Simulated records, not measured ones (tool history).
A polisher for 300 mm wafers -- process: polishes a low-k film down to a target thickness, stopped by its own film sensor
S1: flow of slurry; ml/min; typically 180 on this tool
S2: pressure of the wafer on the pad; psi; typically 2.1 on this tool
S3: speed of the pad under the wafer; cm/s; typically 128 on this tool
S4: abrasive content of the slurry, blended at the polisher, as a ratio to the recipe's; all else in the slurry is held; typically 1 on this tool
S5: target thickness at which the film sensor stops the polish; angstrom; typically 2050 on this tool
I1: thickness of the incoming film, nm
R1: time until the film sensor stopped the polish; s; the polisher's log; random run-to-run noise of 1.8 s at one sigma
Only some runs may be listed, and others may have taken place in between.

| run | day | S1 | S2 | S3 | S4 | S5 | I1 | R1 |
|---|---|---|---|---|---|---|---|---|
| 1 | 0 | 180 | 2.1 | 128 | 1 | 2050 | 260.8 | 108.5 |
|  | 0.35 | slurry blender recalibrated |
| 2 | 1.138 | 180 | 2.1 | 128 | 1 | 2050 | 259.1 | 109.6 |
| 3 | 2.025 | 180 | 2.1 | 128 | 1 | 2050 | 258.8 | 109.3 |
| 4 | 2.808 | 180 | 2.1 | 128 | 1 | 2050 | 262.1 | 116.6 |
| 5 | 3.525 | 180 | 2.1 | 128 | 1 | 2050 | 255.8 | 101.9 |
|  | 3.65 | conditioning disc replaced and pad reconditioned |
| 6 | 4.133 | 180 | 2.1 | 128 | 1 | 2050 | 263.9 | 116.2 |
|  | 4.417 | worn pad replaced by a new one |
| 7 | 5.021 | 180 | 2.1 | 128 | 1 | 2050 | 263.5 | 119.3 |
| 8 | 5.988 | 180 | 2.1 | 128 | 1 | 2050 | 261.2 | 113.8 |
| 9 | 7.004 | 180 | 2.1 | 128 | 0.8 | 2050 | 258.3 | 132.4 |
| 10 | 7.583 | 180 | 2.1 | 128 | 1 | 2050 | 259.3 | 108.8 |
|  | 7.829 | head pressure recalibrated |
|  | 9.162 | worn pad replaced by a new one |
| 11 | 9.183 | 140 | 2.4 | 128 | 1 | 2050 | 259.7 | 108.8 |
|  | 9.375 | slurry blender recalibrated |
| 12 | 10.329 | 180 | 2.4 | 128 | 1 | 2050 | 261.8 | 105.2 |
| 13 | 11.571 | 180 | 2.1 | 128 | 1 | 2050 | 256.9 | 110.1 |
|  | 12 | slurry nozzle cleaned |
| 14 | 12.767 | 180 | 2.1 | 146 | 1 | 2050 | 259.3 | 90.2 |
| 15 | 13.825 | 180 | 2.1 | 128 | 0.8 | 2220 | 261.1 | 90.5 |
|  | 14.067 | worn pad replaced by a new one, of another model than before |
| 16 | 14.492 | 120 | 2.1 | 128 | 1 | 2050 | 260.5 | 120.4 |
| 17 | 15.158 | 180 | 2.1 | 128 | 0.8 | 1870 | 259.4 | 167.8 |
| 18 | 16.025 | 240 | 2.6 | 128 | 1.1 | 2120 | 260.1 | 71.1 |
|  | 16.567 | slurry blender recalibrated |
| 19 | 16.754 | 225 | 2.1 | 114 | 1.25 | 2050 | 257.6 | 87.8 |
| 20 | 17.388 | 115 | 2.1 | 142 | 1 | 2050 | 260.1 | 120.5 |
| 21 | 18.65 | 220 | 2.1 | 128 | 1 | 2050 | 258.5 | 98.5 |
|  | 19.308 | worn pad replaced by a new one |
| 22 | 19.458 | 180 | 2.1 | 128 | 1 | 2050 | 262.1 | 110.9 |
| 23 | 20.554 | 180 | 2.1 | 128 | 1 | 2190 | 263 | 85.8 |
| 24 | 21.688 | 180 | 1.5 | 128 | 0.9 | 2050 | 258 | 137.1 |

Here are 5 independent what-if runs from the current tool condition. What would each one return?
| A | 21.704 | 180 | 2.1 | 128 | 1 | 2050 | 255.2 | ? |
| B | 21.704 | 145 | 2.1 | 102 | 1 | 2050 | 255.2 | ? |
| C | 21.704 | 225 | 2.1 | 128 | 1 | 2050 | 255.2 | ? |
| D | 21.704 | 180 | 2.1 | 128 | 1 | 2110 | 255.2 | ? |
| E | 21.704 | 180 | 2.1 | 146 | 1.25 | 2050 | 255.2 | ? |

| run | R1 |
|---|---|
| A | 98.5 |
| B | 117.4 |
| C | 92.9 |
| D | 86.7 |
| E | 80.4 |
Had the tool no hidden state, the same runs would have come out as:
| run | R1 |
|---|---|
| A | 90.5 |
| B | 105 |
| C | 87.1 |
| D | 79.7 |
| E | 73.8 |

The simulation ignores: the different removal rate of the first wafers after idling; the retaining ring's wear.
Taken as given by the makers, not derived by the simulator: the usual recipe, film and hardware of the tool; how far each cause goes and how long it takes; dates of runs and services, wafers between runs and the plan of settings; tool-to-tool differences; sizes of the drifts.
